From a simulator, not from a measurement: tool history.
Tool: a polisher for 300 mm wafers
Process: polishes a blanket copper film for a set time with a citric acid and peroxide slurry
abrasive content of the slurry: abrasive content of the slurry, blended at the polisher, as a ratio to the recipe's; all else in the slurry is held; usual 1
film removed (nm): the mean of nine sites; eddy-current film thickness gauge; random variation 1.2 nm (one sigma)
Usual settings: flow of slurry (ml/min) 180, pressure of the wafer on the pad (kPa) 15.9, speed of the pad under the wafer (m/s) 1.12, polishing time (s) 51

run,hour,flow of slurry (ml/min),pressure of the wafer on the pad (kPa),speed of the pad under the wafer (m/s),abrasive content of the slurry,polishing time (s),"incoming thickness of the incoming film, nm",film removed (nm)
1,0,220,15.9,1.12,1,51,855.1,70.6
# hour 4.1: slurry nozzle cleaned
2,10.7,220,15.9,1.12,1,51,855.2,71.5
3,28.4,180,15.9,0.84,1,51,855.3,50
# hour 37.1: slurry blender recalibrated
4,38.2,180,15.9,0.84,1,51,844.1,56.6
5,47.8,180,15.9,0.84,1,51,854.3,55.3
# hour 55.2: worn pad replaced by a new one
6,61,180,19.3,1.12,1,51,840.2,89.6
# hour 70.8: head pressure recalibrated
7,72.5,180,15.9,1.12,1,51,842.2,81.8
8,83.4,180,15.9,1.12,1,51,848.5,78.6
9,93.3,180,15.9,1.12,1,51,862.2,80.3
10,107.2,180,19.3,0.96,1,51,842.8,79.9
11,116.5,180,20,1.12,1,51,852.9,97.5
12,123.6,120,15.9,1.12,1,44,841.1,61.2
13,129.6,180,15.9,1.12,1,51,858.6,74.9
14,141.4,180,15.9,0.84,1,51,858.4,54.1
15,157.8,160,15.9,1.12,1,62,862.2,80
# hour 164.7: slurry blender recalibrated
16,173.9,180,15.9,1.12,1,51,853.6,77.6
# hour 181.8: worn pad replaced by a new one
17,191.1,180,15.9,1.12,1,45,840.7,68.4
18,204.7,180,20.7,1.12,1,63,851.6,123.2
19,213.6,180,12.4,1.12,1,51,850.4,60.4
20,229.4,145,15.9,1.12,1,39,851.5,55
21,242.5,180,15.9,1.12,0.7,51,850,65.1
22,252.9,180,15.9,1.12,1,51,861.6,70
23,260.2,240,12.4,1.12,0.85,60,846.7,65.4
24,277,180,15.9,1.12,1,51,841.3,69
# hour 279.3: slurry blender recalibrated
# hour 295: worn pad replaced by a new one
25,295.5,180,15.9,0.86,0.9,51,866,57.4
26,306.5,230,15.9,1.12,1.25,51,859.9,84.1
27,323.4,180,11,1.12,1,51,849.9,55.1
28,329.7,180,15.9,0.84,1,57,852.6,64.8
29,345.9,180,14.5,1.3,0.8,44,848.4,62.3
30,356.8,180,15.9,1.12,1,51,839.5,72.3

4 ways to go on from here, each from the tool as it stands after run 30. What would each give?
A,357.2,180,20.7,1.12,1,51,848.8,?
B,357.2,140,15.9,1.12,1,34,848.8,?
C,357.2,180,15.9,1.38,1,51,848.8,?
D,357.2,235,15.9,1.12,1,51,848.8,?

run,film removed (nm)
A,93.9
B,46.4
C,89.3
D,75.6
Without the tool's hidden state the same runs would have given:
run,film removed (nm)
A,106.9
B,52.8
C,101.6
D,86
